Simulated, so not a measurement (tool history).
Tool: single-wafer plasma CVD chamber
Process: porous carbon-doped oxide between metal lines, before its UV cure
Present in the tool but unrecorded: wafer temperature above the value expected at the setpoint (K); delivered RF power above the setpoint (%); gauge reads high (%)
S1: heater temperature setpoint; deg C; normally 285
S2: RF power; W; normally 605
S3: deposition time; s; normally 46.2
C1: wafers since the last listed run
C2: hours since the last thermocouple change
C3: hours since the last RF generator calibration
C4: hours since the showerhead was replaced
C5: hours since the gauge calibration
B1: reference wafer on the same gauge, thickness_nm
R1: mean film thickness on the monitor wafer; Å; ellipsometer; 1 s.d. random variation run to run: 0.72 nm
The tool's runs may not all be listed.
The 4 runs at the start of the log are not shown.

At hour 266.4: thermocouple changed; heater temperature recalibrated.
Run 5, hour 327: usual settings but S2 560 W; C1 1737; C2 60.6; C3 1357.4; C4 3844.3; C5 531.1; B1 353.99. Result: R1 2944.25 Å.
Run 6, hour 418.6: usual settings but S2 560 W; C1 1927; C2 152.2; C3 1449; C4 3935.9; C5 622.7; B1 354.195. Result: R1 2950.73 Å.
Run 7, hour 469.4: usual settings but S3 50.8 s; C1 1068; C2 203; C3 1499.8; C4 3986.7; C5 673.5; B1 353.836. Result: R1 3352.83 Å.
Run 8, hour 560.9: usual settings but S1 275 deg C; C1 1925; C2 294.5; C3 1591.3; C4 4078.2; C5 765; B1 354.203. Result: R1 3266.49 Å.
At hour 576.2: RF generator calibrated.
Run 9, hour 620.4: usual settings but S1 275 deg C; C1 1083; C2 354; C3 44.2; C4 4137.7; C5 824.5; B1 354.247. Result: R1 3266.6 Å.
Run 10, hour 719.9: usual settings but S1 275 deg C; C1 2093; C2 453.5; C3 143.7; C4 4237.2; C5 924; B1 354.297. Result: R1 3265.35 Å.
Run 11, hour 860.2: usual settings; C1 2951; C2 593.8; C3 284; C4 4377.5; C5 1064.3; B1 354.183. Result: R1 3032.54 Å.
Run 12, hour 923.4: usual settings; C1 1329; C2 657; C3 347.2; C4 4440.7; C5 1127.5; B1 353.901. Result: R1 3036.7 Å.
Run 13, hour 992.9: usual settings but S2 550 W, S3 39.9 s; C1 1462; C2 726.5; C3 416.7; C4 4510.2; C5 1197; B1 353.715. Result: R1 2520.52 Å.
Run 14, hour 1077.7: usual settings but S2 550 W, S3 39.9 s; C1 1784; C2 811.3; C3 501.5; C4 4595; C5 1281.8; B1 354.033. Result: R1 2531.68 Å.
Run 15, hour 1142.6: usual settings but S2 550 W, S3 39.9 s; C1 1365; C2 876.2; C3 566.4; C4 4659.9; C5 1346.7; B1 354.102. Result: R1 2527.04 Å.
At hour 1172.7: showerhead replaced, of another model than before.
Run 16, hour 1239.5: usual settings but S1 282 deg C; C1 1870; C2 973.1; C3 663.3; C4 66.8; C5 1443.6; B1 353.775. Result: R1 3104.17 Å.
Run 17, hour 1279.3: usual settings but S1 272 deg C, S2 545 W; C1 837; C2 1012.9; C3 703.1; C4 106.6; C5 1483.4; B1 354.072. Result: R1 3233.4 Å.
Run 18, hour 1379.5: usual settings; C1 2108; C2 1113.1; C3 803.3; C4 206.8; C5 1583.6; B1 354.234. Result: R1 3029.05 Å.
Run 19, hour 1436.1: usual settings; C1 1190; C2 1169.7; C3 859.9; C4 263.4; C5 1640.2; B1 354.352. Result: R1 3034.64 Å.
Run 20, hour 1521.4: usual settings but S1 276 deg C; C1 1794; C2 1255; C3 945.2; C4 348.7; C5 1725.5; B1 354.035. Result: R1 3225.75 Å.
Run 21, hour 1580.1: usual settings; C1 1235; C2 1313.7; C3 1003.9; C4 407.4; C5 1784.2; B1 353.424. Result: R1 3031.59 Å.
At hour 1581.1: gauge calibrated.
Run 22, hour 1674.6: usual settings but S1 298 deg C, S2 530 W, S3 48.9 s; C1 1988; C2 1408.2; C3 1098.4; C4 501.9; C5 93.5; B1 354.234. Result: R1 2817.86 Å.
Run 23, hour 1727.1: usual settings but S1 279 deg C, S2 695 W, S3 50.8 s; C1 1104; C2 1460.7; C3 1150.9; C4 554.4; C5 146; B1 353.424. Result: R1 3622.32 Å.
Run 24, hour 1803.2: usual settings; C1 1601; C2 1536.8; C3 1227; C4 630.5; C5 222.1; B1 354.199. Result: R1 3016.69 Å.
Run 25, hour 1864.4: usual settings but S1 276 deg C, S2 565 W, S3 40.5 s; C1 1287; C2 1598; C3 1288.2; C4 691.7; C5 283.3; B1 353.834. Result: R1 2785.13 Å.
Run 26, hour 1920.3: usual settings but S1 280 deg C, S3 51.3 s; C1 1176; C2 1653.9; C3 1344.1; C4 747.6; C5 339.2; B1 353.685. Result: R1 3462.05 Å.
Run 27, hour 1982: usual settings; C1 1298; C2 1715.6; C3 1405.8; C4 809.3; C5 400.9; B1 353.939. Result: R1 3011.91 Å.
Run 28, hour 2070.5: usual settings but S1 290 deg C, S2 540 W; C1 1862; C2 1804.1; C3 1494.3; C4 897.8; C5 489.4; B1 354.333. Result: R1 2828.74 Å.

For run 29, what comes out?
Run 29, hour 2110.9: usual settings but S1 280 deg C, S2 655 W, S3 43.2 s; C1 850; C2 1844.5; C3 1534.7; C4 938.2; C5 529.8; B1 ?. Result: R1 ?.

Run 29 produced B1 354.083, R1 2994.81 Å.
If the tool had no hidden condition, the same run with the same run-to-run variation would have returned R1 3035.93 Å.
